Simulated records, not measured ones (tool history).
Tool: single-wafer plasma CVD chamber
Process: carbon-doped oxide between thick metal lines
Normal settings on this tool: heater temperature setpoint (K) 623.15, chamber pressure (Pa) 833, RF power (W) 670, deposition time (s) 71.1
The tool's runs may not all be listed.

run    hour  heater temperature setpoint (K)  chamber pressure (Pa)  RF power (W)  deposition time (s)  wafers since the last listed run  hours since the last thermocouple change  hours since the last RF generator calibration  hours since the last manometer calibration  hours since the showerhead was replaced  hours since the gauge calibration  read-back reference wafer on the same gauge, thickness_nm  mean film thickness on the monitor wafer (nm)
  1     0.0                           623.15                    833           670                 71.1                                 0                                    1658.9                                          494.5                                       820.0                                   2409.6                              881.7                                                    387.940                                        422.175
  2    58.0                           623.15                    833           670                 71.1                              1038                                    1716.9                                          552.5                                       878.0                                   2467.6                              939.7                                                    388.420                                        422.693
  3   128.6                           623.15                    833           670                 71.1                              1263                                    1787.5                                          623.1                                       948.6                                   2538.2                             1010.3                                                    387.980                                        422.124
  4   180.6                           623.15                    833           670                 71.1                               930                                    1839.5                                          675.1                                      1000.6                                   2590.2                             1062.3                                                    387.588                                        422.890
  5   272.9                           623.15                    833           670                 71.1                              1652                                    1931.8                                          767.4                                      1092.9                                   2682.5                             1154.6                                                    388.630                                        424.224
      339.7  -- showerhead replaced
      348.1  -- RF generator calibrated
  6   348.6                           623.15                    833           670                 71.1                              1068                                    2007.5                                            0.5                                      1168.6                                      8.9                             1230.3                                                    388.531                                        422.581
  7   436.8                           623.15                    833           670                 71.1                              1578                                    2095.7                                           88.7                                      1256.8                                     97.1                             1318.5                                                    387.352                                        423.813
  8   491.8                           623.15                    833           725                 71.1                               984                                    2150.7                                          143.7                                      1311.8                                    152.1                             1373.5                                                    388.157                                        440.899
  9   539.6                           623.15                    660           620                 79.9                               855                                    2198.5                                          191.5                                      1359.6                                    199.9                             1421.3                                                    388.012                                        428.234
 10   597.1                           623.15                    833           670                 71.1                              1029                                    2256.0                                          249.0                                      1417.1                                    257.4                             1478.8                                                    388.466                                        422.626
 11   650.0                           631.15                    768           705                 79.1                               946                                    2308.9                                          301.9                                      1470.0                                    310.3                             1531.7                                                    388.299                                        468.128
      735.2  -- gauge calibrated
 12   754.0                           610.15                    833           730                 76.5                              1861                                    2412.9                                          405.9                                      1574.0                                    414.3                               18.8                                                    388.120                                        491.214
      799.0  -- thermocouple changed; heater temperature recalibrated
 13   830.2                           617.15                    631           670                 71.1                              1220                                      31.2                                          482.1                                      1650.2                                    490.5                               95.0                                                    388.239                                        403.621
      897.1  -- capacitance manometer re-zeroed and calibrated
 14   908.6                           623.15                    833           765                 71.1                              1260                                     109.6                                          560.5                                        11.5                                    568.9                              173.4                                                    388.335                                        456.789
 15   986.5                           623.15                    665           575                 77.9                              1394                                     187.5                                          638.4                                        89.4                                    646.8                              251.3                                                    388.330                                        402.273
 16  1034.6                           623.15                    833           670                 71.1                               861                                     235.6                                          686.5                                       137.5                                    694.9                              299.4                                                    387.986                                        424.545

What does the tool deliver on the next run?
 17  1099.3                           623.15                    833           740                 64.0                              1158                                     300.3                                          751.2                                       202.2                                    759.6                              364.1                                                          ?                                              ?

{"run 17": {"read-back reference wafer on the same gauge, thickness_nm": 388.306, "mean film thickness on the monitor wafer (nm)": 404.094}}
Without the tool's hidden state the same run would have given mean film thickness on the monitor wafer (nm) 404.094.
